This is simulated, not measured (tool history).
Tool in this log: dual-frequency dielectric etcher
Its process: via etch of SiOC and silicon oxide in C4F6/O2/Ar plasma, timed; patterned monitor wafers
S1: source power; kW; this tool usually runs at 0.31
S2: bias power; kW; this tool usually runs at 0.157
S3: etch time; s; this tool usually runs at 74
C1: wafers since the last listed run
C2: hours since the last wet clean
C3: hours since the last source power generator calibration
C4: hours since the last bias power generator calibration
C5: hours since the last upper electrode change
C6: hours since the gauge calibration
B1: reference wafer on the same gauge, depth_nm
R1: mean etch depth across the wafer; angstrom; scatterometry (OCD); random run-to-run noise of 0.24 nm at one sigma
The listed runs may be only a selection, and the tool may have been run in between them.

run   hour    S1     S2    S3   C1     C2      C3      C4      C5     C6    B1    R1
  1      0  0.31  0.157    74    0  428.5  1847.2  1646.5  5002.7  127.8  83.6   883
  2   33.6  0.31  0.157    74  383  462.1  1880.8  1680.1  5036.3  161.4  83.6   886
  3   48.7  0.31  0.157  63.5  172  477.2  1895.9  1695.2  5051.4  176.5  83.6   763
      49.3  -- gauge calibrated
  4   61.5  0.31   0.17    74  146    490  1908.7    1708  5064.2   12.2  83.6   911
     117.2  -- wet clean of the chamber
  5  117.7  0.31   0.17    74  367    0.5  1964.9  1764.2  5120.4   68.4  83.6   894
  6  118.1  0.31  0.157    80    4    0.9  1965.3  1764.6  5120.8   68.8  83.6   943
  7  145.6  0.31  0.157    80  314   28.4  1992.8  1792.1  5148.3   96.3  83.6   943
     161.7  -- bias power generator calibrated
     192.7  -- upper electrode replaced
  8  193.2  0.26   0.14  65.5  223     76  2040.4    31.5     0.5  143.9  83.6   705
  9  193.6  0.38  0.184    66    4   76.4  2040.8    31.9     0.9  144.3  83.6   866
     203.3  -- source power generator calibrated
 10  207.2  0.39  0.157    87  109     90     3.9    45.5    14.5  157.9  83.6  1099
     230.1  -- gauge calibrated
 11  241.2  0.38  0.184    66  388    124    37.9    79.5    48.5   11.1  83.6   871
 12  277.2  0.31  0.157    74  411    160    73.9   115.5    84.5   47.1  83.6   875
 13  296.7  0.35  0.157  66.5  222  179.5    93.4     135     104   66.6  83.6   817
 14  311.9  0.24  0.169  91.5  173  194.7   108.6   150.2   119.2   81.8  83.6  1029

Predict each of these 5 candidate next runs independently; none follows another, all start after run 14:
  A  312.3  0.31  0.122    74   4  195.1  109  150.6  119.6  82.2   ?   ?
  B  312.3  0.34  0.157    74   4  195.1  109  150.6  119.6  82.2   ?   ?
  C  312.3  0.36   0.13    74   4  195.1  109  150.6  119.6  82.2   ?   ?
  D  312.3  0.36  0.157  62.5   4  195.1  109  150.6  119.6  82.2   ?   ?
  E  312.3  0.37  0.143    58   4  195.1  109  150.6  119.6  82.2   ?   ?

run    B1   R1
  A  83.6  808
  B  83.6  897
  C  83.6  862
  D  83.6  771
  E  83.6  702
With no hidden state in the tool, these same runs would have given:
run   R1
  A  800
  B  889
  C  854
  D  764
  E  695
